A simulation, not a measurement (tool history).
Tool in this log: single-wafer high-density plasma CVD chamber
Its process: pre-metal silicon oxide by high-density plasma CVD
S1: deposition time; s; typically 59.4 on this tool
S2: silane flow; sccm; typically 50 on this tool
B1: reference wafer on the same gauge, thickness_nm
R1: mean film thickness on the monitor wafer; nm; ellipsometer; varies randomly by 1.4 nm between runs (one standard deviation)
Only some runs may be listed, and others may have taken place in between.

run   hour    S1  S2       B1       R1
  1    0.0  59.4  50  354.720  313.711
  2   19.7  59.4  50  353.989  310.268
  3   48.1  59.4  50  353.320  310.777
  4   60.9  59.4  50  353.870  311.814
  5   85.9  59.4  50  353.896  309.730
  6  113.1  59.4  50  353.396  307.670
  7  140.3  59.4  57  352.734  349.990
  8  159.5  59.4  57  353.509  346.466
  9  173.7  59.4  50  352.857  309.980
 10  209.1  59.4  50  352.830  307.862
 11  239.2  59.4  50  352.355  309.378
 12  260.6  52.8  50  352.589  274.352
 13  294.4  52.8  50  352.323  274.771
 14  312.8  59.4  56  352.416  343.375
     318.4  -- gauge calibrated
 15  340.8  59.4  56  365.214  358.621
 16  357.3  59.4  50  364.778  321.636
 17  371.9  49.3  45  363.983  242.274
 18  389.7  59.4  57  363.955  359.959
 19  410.3  59.4  50  362.947  321.621
 20  432.8  65.6  59  362.579  406.031
 21  461.2  50.8  40  361.104  222.097
 22  492.8  65.6  59  360.056  405.843
 23  513.7  67.3  55  359.904  388.536
 24  538.6  67.3  53  359.198  378.401
     555.7  -- silane flow controller replaced
 25  627.0  69.8  41  357.668  312.756
 26  656.2  62.7  54  357.355  353.841
 27  708.7  59.4  42  356.860  268.876
 28  740.4  48.9  56  356.369  281.407
 29  774.6  62.7  55  355.972  360.444
 30  804.0  59.4  46  355.346  289.978
 31  830.4  63.7  50  354.932  335.605

For some of the steps in R1 from one run to the next: how much would appear even if the tool had no hidden state, given the settings, what came in and random variation, and how much remains for the hidden state plus any gauge scatter that the measured result and the result without hidden state don't share?
The hidden state here: delivered silane flow above the setpoint (%); gauge reads high (%).
Run 13 -> 14: S1 52.8 -> 59.4, S2 50 -> 56. R1 +68.604 nm: hidden state -2.716, all else +71.320.
Run 14 -> 15: gauge calibrated. R1 +15.246 nm: hidden state +12.730, all else +2.516.
Run 17 -> 18: S1 49.3 -> 59.4, S2 45 -> 57. R1 +117.685 nm: hidden state -1.236, all else +118.921.
Run 20 -> 21: S1 65.6 -> 50.8, S2 59 -> 40. R1 -183.934 nm: hidden state +1.464, all else -185.398.
Run 21 -> 22: S1 50.8 -> 65.6, S2 40 -> 59. R1 +183.746 nm: hidden state -3.354, all else +187.100.

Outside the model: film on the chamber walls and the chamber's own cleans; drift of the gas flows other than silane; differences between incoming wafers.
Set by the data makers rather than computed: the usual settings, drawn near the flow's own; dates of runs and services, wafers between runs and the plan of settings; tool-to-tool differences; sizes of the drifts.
